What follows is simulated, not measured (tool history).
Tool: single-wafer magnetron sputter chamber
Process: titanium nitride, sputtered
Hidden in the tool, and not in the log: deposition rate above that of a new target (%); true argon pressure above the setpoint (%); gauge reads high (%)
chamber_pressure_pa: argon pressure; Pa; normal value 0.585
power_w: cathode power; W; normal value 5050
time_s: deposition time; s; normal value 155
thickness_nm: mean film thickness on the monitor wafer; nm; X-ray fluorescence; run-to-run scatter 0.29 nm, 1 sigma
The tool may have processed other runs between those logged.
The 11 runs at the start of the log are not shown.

| run | hour | chamber_pressure_pa | power_w | time_s | wafers since the last listed run | wafers on the sputter target | hours since the last manometer calibration | hours since the magnet pack was replaced | hours since the gauge calibration | read-back reference wafer on the same gauge, thickness_nm | thickness_nm |
|---|---|---|---|---|---|---|---|---|---|---|---|
| 12 | 173.6 | 0.585 | 5050 | 155 | 75 | 239 | 26.2 | 22.5 | 54.8 | 124.02 | 127.985 |
| 13 | 180.3 | 0.585 | 5050 | 155 | 75 | 314 | 32.9 | 29.2 | 61.5 | 124.07 | 127.467 |
| 14 | 193.3 | 0.585 | 5050 | 131 | 145 | 460 | 45.9 | 42.2 | 74.5 | 123.969 | 108.024 |
| 15 | 200.2 | 0.585 | 5050 | 131 | 77 | 537 | 52.8 | 49.1 | 81.4 | 124.038 | 107.93 |
| 16 | 208.3 | 0.585 | 5050 | 155 | 90 | 628 | 60.9 | 57.2 | 89.5 | 124.049 | 127.322 |
| 17 | 219.4 | 0.647 | 5050 | 155 | 124 | 752 | 72 | 68.3 | 100.6 | 124.049 | 125.193 |
| 18 | 228.1 | 0.585 | 5350 | 184 | 97 | 849 | 80.7 | 77 | 109.3 | 124.006 | 160.341 |
| 19 | 237.9 | 0.585 | 5050 | 128 | 109 | 959 | 90.5 | 86.8 | 119.1 | 123.981 | 105.238 |
| 20 | 254.8 | 0.676 | 5050 | 155 | 189 | 1148 | 107.4 | 103.7 | 136 | 123.956 | 124.089 |
| 21 | 265.6 | 0.585 | 5050 | 155 | 120 | 1269 | 118.2 | 114.5 | 146.8 | 123.998 | 127.325 |
| 22 | 279.3 | 0.426 | 5050 | 181 | 153 | 1422 | 131.9 | 128.2 | 160.5 | 123.997 | 156.047 |
| 23 | 295.8 | 0.585 | 5050 | 155 | 184 | 1607 | 148.4 | 144.7 | 177 | 123.943 | 127.723 |

Expected results for the next run?
| 24 | 303.4 | 0.585 | 5050 | 142 | 85 | 1692 | 156 | 152.3 | 184.6 | ? | ? |

Run 24 yielded read-back reference wafer on the same gauge, thickness_nm 124.037, thickness_nm 116.975 nm.
Minus the tool's unlogged condition, the same run would have read thickness_nm 117.47 nm.

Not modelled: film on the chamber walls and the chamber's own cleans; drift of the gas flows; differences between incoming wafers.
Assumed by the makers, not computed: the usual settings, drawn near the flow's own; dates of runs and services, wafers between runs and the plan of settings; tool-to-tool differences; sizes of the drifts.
